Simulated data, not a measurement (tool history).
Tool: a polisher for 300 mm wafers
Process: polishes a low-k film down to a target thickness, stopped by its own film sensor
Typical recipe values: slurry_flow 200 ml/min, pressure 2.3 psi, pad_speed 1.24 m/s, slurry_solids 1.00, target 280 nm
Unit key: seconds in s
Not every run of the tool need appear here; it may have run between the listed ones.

run	hour	slurry_flow	pressure	pad_speed	slurry_solids	target	wafers since the last listed run	wafers polished on this pad	hours since the slurry nozzle was cleaned	hours since the head pressure was calibrated	hours since the slurry blender was calibrated	hours since the conditioning disc was replaced	incoming thickness of the incoming film, nm	seconds
1	0.0	200	2.3	1.24	1.00	280	0	2707	543.5	90.1	111.3	230.3	318.3	86.2
# hour 11.7: worn pad replaced by a new one
2	50.8	255	2.3	1.24	1.00	280	288	241	594.3	140.9	162.1	281.1	320.0	87.3
# hour 85.8: slurry nozzle cleaned
3	122.8	255	2.3	1.24	1.00	280	438	679	37.0	212.9	234.1	353.1	325.4	93.9
4	180.5	200	2.3	1.24	1.00	280	356	1035	94.7	270.6	291.8	410.8	323.4	96.1
5	243.8	200	2.3	1.24	1.00	280	390	1426	158.0	333.9	355.1	474.1	320.5	89.0
6	285.8	200	2.3	1.24	1.30	290	259	1686	200.0	375.9	397.1	516.1	319.2	53.9
# hour 296.7: conditioning disc replaced and pad reconditioned
# hour 379.7: slurry blender recalibrated
7	453.7	200	2.3	1.24	1.20	280	1011	2697	367.9	543.8	74.0	157.0	320.5	79.9
# hour 461.8: worn pad replaced by a new one
8	523.7	200	1.6	1.24	1.00	280	407	382	437.9	613.8	144.0	227.0	318.6	108.7
9	577.1	200	2.9	1.64	1.00	275	329	712	491.3	667.2	197.4	280.4	319.6	67.5
# hour 584.4: head pressure recalibrated
10	625.7	200	2.3	1.24	1.00	280	287	999	539.9	41.3	246.0	329.0	322.9	96.5
11	664.9	200	2.3	0.92	0.85	280	241	1241	579.1	80.5	285.2	368.2	315.3	116.2
# hour 734.7: slurry nozzle cleaned
# hour 743.5: conditioning disc replaced and pad reconditioned
12	791.3	200	2.3	0.86	1.00	280	761	2003	56.6	206.9	411.6	47.8	318.9	109.0
13	827.7	200	2.3	1.24	1.00	280	224	2228	93.0	243.3	448.0	84.2	319.1	84.7
# hour 842.9: slurry blender recalibrated
# hour 868.5: worn pad replaced by a new one
14	878.1	170	2.3	1.24	0.85	280	274	59	143.4	293.7	35.2	134.6	319.0	101.8
15	908.7	240	2.3	1.24	1.00	269	188	248	174.0	324.3	65.8	165.2	320.5	110.1
16	972.7	240	1.8	1.66	1.00	266	395	643	238.0	388.3	129.8	229.2	323.5	116.8
17	1029.8	165	2.3	1.24	1.00	280	352	995	295.1	445.4	186.9	286.3	319.4	90.7
18	1088.2	245	2.3	1.24	0.80	280	360	1356	353.5	503.8	245.3	344.7	321.4	109.7
19	1125.1	200	2.3	1.58	1.00	280	227	1584	390.4	540.7	282.2	381.6	323.2	78.7
# hour 1174.9: conditioning disc replaced and pad reconditioned
20	1175.4	200	2.3	1.24	1.00	280	298	1882	440.7	591.0	332.5	0.5	314.9	78.9
21	1200.8	200	2.9	1.64	1.00	275	156	2039	466.1	616.4	357.9	25.9	319.8	68.5
22	1247.5	200	2.3	1.24	1.00	280	288	2327	512.8	663.1	404.6	72.6	326.5	107.3
23	1276.9	200	2.3	1.44	1.25	280	181	2508	542.2	692.5	434.0	102.0	320.6	71.8
24	1311.9	200	2.3	1.24	1.25	271	216	2724	577.2	727.5	469.0	137.0	326.2	111.0
25	1349.3	200	2.3	1.24	1.00	280	230	2955	614.6	764.9	506.4	174.4	323.1	104.2

Each row is a separate what-if for the run after 25, all from the same tool condition, not one after another. Results?
A	1349.7	200	2.3	1.24	1.00	280	2	2958	615.0	765.3	506.8	174.8	313.9	?
B	1349.7	200	1.7	1.00	1.00	268	2	2958	615.0	765.3	506.8	174.8	313.9	?
C	1349.7	235	3.0	0.82	1.00	287	2	2958	615.0	765.3	506.8	174.8	313.9	?
D	1349.7	200	2.3	1.00	1.00	280	2	2958	615.0	765.3	506.8	174.8	313.9	?

run	seconds
A	80.6
B	158.4
C	69.6
D	95.1
With no hidden state in the tool, these same runs would have given:
run	seconds
A	73.1
B	143.7
C	64.1
D	86.3
